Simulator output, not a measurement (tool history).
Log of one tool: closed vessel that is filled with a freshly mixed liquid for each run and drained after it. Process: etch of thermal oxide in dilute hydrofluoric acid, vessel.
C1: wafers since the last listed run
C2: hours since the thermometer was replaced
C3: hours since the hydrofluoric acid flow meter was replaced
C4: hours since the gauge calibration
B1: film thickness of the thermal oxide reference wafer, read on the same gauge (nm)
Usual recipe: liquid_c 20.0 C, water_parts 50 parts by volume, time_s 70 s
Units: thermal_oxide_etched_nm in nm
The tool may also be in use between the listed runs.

{"run": 1, "hour": 0.0, "liquid_c": 20.0, "water_parts": 50, "time_s": 70, "C1": 0, "C2": 2331.8, "C3": 845.9, "C4": 201.0, "B1": 41.11, "thermal_oxide_etched_nm": 5.72}
{"run": 2, "hour": 59.3, "liquid_c": 20.0, "water_parts": 50, "time_s": 70, "C1": 4689, "C2": 2391.1, "C3": 905.2, "C4": 260.3, "B1": 41.22, "thermal_oxide_etched_nm": 5.69}
{"run": 3, "hour": 84.9, "liquid_c": 20.0, "water_parts": 50, "time_s": 70, "C1": 2024, "C2": 2416.7, "C3": 930.8, "C4": 285.9, "B1": 41.31, "thermal_oxide_etched_nm": 5.75}
{"run": 4, "hour": 180.7, "liquid_c": 20.0, "water_parts": 50, "time_s": 70, "C1": 7575, "C2": 2512.5, "C3": 1026.6, "C4": 381.7, "B1": 41.45, "thermal_oxide_etched_nm": 5.74}
{"run": 5, "hour": 210.4, "liquid_c": 20.0, "water_parts": 50, "time_s": 70, "C1": 2348, "C2": 2542.2, "C3": 1056.3, "C4": 411.4, "B1": 41.42, "thermal_oxide_etched_nm": 5.74}
{"run": 6, "hour": 276.8, "liquid_c": 20.0, "water_parts": 50, "time_s": 45, "C1": 5250, "C2": 2608.6, "C3": 1122.7, "C4": 477.8, "B1": 41.54, "thermal_oxide_etched_nm": 3.71}
{"run": 7, "hour": 319.9, "liquid_c": 20.0, "water_parts": 50, "time_s": 70, "C1": 3408, "C2": 2651.7, "C3": 1165.8, "C4": 520.9, "B1": 41.54, "thermal_oxide_etched_nm": 5.73}
{"run": 8, "hour": 380.2, "liquid_c": 20.0, "water_parts": 50, "time_s": 70, "C1": 4768, "C2": 2712.0, "C3": 1226.1, "C4": 581.2, "B1": 41.62, "thermal_oxide_etched_nm": 5.74}
{"hour": 432.0, "done": "hydrofluoric acid flow meter replaced"}
{"run": 9, "hour": 442.3, "liquid_c": 20.0, "water_parts": 50, "time_s": 70, "C1": 4831, "C2": 2774.1, "C3": 10.3, "C4": 643.3, "B1": 41.59, "thermal_oxide_etched_nm": 5.78}
{"run": 10, "hour": 490.2, "liquid_c": 20.0, "water_parts": 50, "time_s": 85, "C1": 3787, "C2": 2822.0, "C3": 58.2, "C4": 691.2, "B1": 41.61, "thermal_oxide_etched_nm": 6.98}
{"hour": 550.6, "done": "gauge calibrated"}
{"run": 11, "hour": 556.9, "liquid_c": 20.0, "water_parts": 50, "time_s": 70, "C1": 5274, "C2": 2888.7, "C3": 124.9, "C4": 6.3, "B1": 39.86, "thermal_oxide_etched_nm": 5.53}
{"run": 12, "hour": 601.6, "liquid_c": 18.5, "water_parts": 65, "time_s": 40, "C1": 3534, "C2": 2933.4, "C3": 169.6, "C4": 51.0, "B1": 40.08, "thermal_oxide_etched_nm": 2.25}
{"run": 13, "hour": 659.3, "liquid_c": 20.0, "water_parts": 30, "time_s": 95, "C1": 4562, "C2": 2991.1, "C3": 227.3, "C4": 108.7, "B1": 40.21, "thermal_oxide_etched_nm": 12.94}
{"hour": 711.7, "done": "thermometer replaced"}
{"run": 14, "hour": 715.1, "liquid_c": 20.0, "water_parts": 70, "time_s": 105, "C1": 4333, "C2": 3.4, "C3": 283.1, "C4": 164.5, "B1": 40.45, "thermal_oxide_etched_nm": 5.86}
{"run": 15, "hour": 739.5, "liquid_c": 23.0, "water_parts": 50, "time_s": 70, "C1": 1929, "C2": 27.8, "C3": 307.5, "C4": 188.9, "B1": 40.47, "thermal_oxide_etched_nm": 6.36}
{"run": 16, "hour": 788.4, "liquid_c": 20.0, "water_parts": 35, "time_s": 70, "C1": 3866, "C2": 76.7, "C3": 356.4, "C4": 237.8, "B1": 40.58, "thermal_oxide_etched_nm": 8.22}
{"run": 17, "hour": 839.1, "liquid_c": 20.0, "water_parts": 50, "time_s": 70, "C1": 4009, "C2": 127.4, "C3": 407.1, "C4": 288.5, "B1": 40.68, "thermal_oxide_etched_nm": 5.6}
{"run": 18, "hour": 899.9, "liquid_c": 20.0, "water_parts": 50, "time_s": 55, "C1": 4807, "C2": 188.2, "C3": 467.9, "C4": 349.3, "B1": 40.73, "thermal_oxide_etched_nm": 4.4}
{"run": 19, "hour": 963.0, "liquid_c": 20.0, "water_parts": 50, "time_s": 45, "C1": 4989, "C2": 251.3, "C3": 531.0, "C4": 412.4, "B1": 40.82, "thermal_oxide_etched_nm": 3.62}

Forecast each of these 4 alternatives for the next run:
{"run": "A", "hour": 963.7, "liquid_c": 20.0, "water_parts": 50, "time_s": 90, "C1": 55, "C2": 252.0, "C3": 531.7, "C4": 413.1, "B1": "?", "thermal_oxide_etched_nm": "?"}
{"run": "B", "hour": 963.7, "liquid_c": 18.0, "water_parts": 30, "time_s": 40, "C1": 55, "C2": 252.0, "C3": 531.7, "C4": 413.1, "B1": "?", "thermal_oxide_etched_nm": "?"}
{"run": "C", "hour": 963.7, "liquid_c": 23.5, "water_parts": 75, "time_s": 105, "C1": 55, "C2": 252.0, "C3": 531.7, "C4": 413.1, "B1": "?", "thermal_oxide_etched_nm": "?"}
{"run": "D", "hour": 963.7, "liquid_c": 17.0, "water_parts": 50, "time_s": 100, "C1": 55, "C2": 252.0, "C3": 531.7, "C4": 413.1, "B1": "?", "thermal_oxide_etched_nm": "?"}

run=A B1=40.85 thermal_oxide_etched_nm=7.29
run=B B1=40.85 thermal_oxide_etched_nm=5.07
run=C B1=40.85 thermal_oxide_etched_nm=6.36
run=D B1=40.85 thermal_oxide_etched_nm=7.12
Stripped of hidden state, with their random variation kept, the same runs would have yielded:
run=A thermal_oxide_etched_nm=7.14
run=B thermal_oxide_etched_nm=4.97
run=C thermal_oxide_etched_nm=6.22
run=D thermal_oxide_etched_nm=6.97
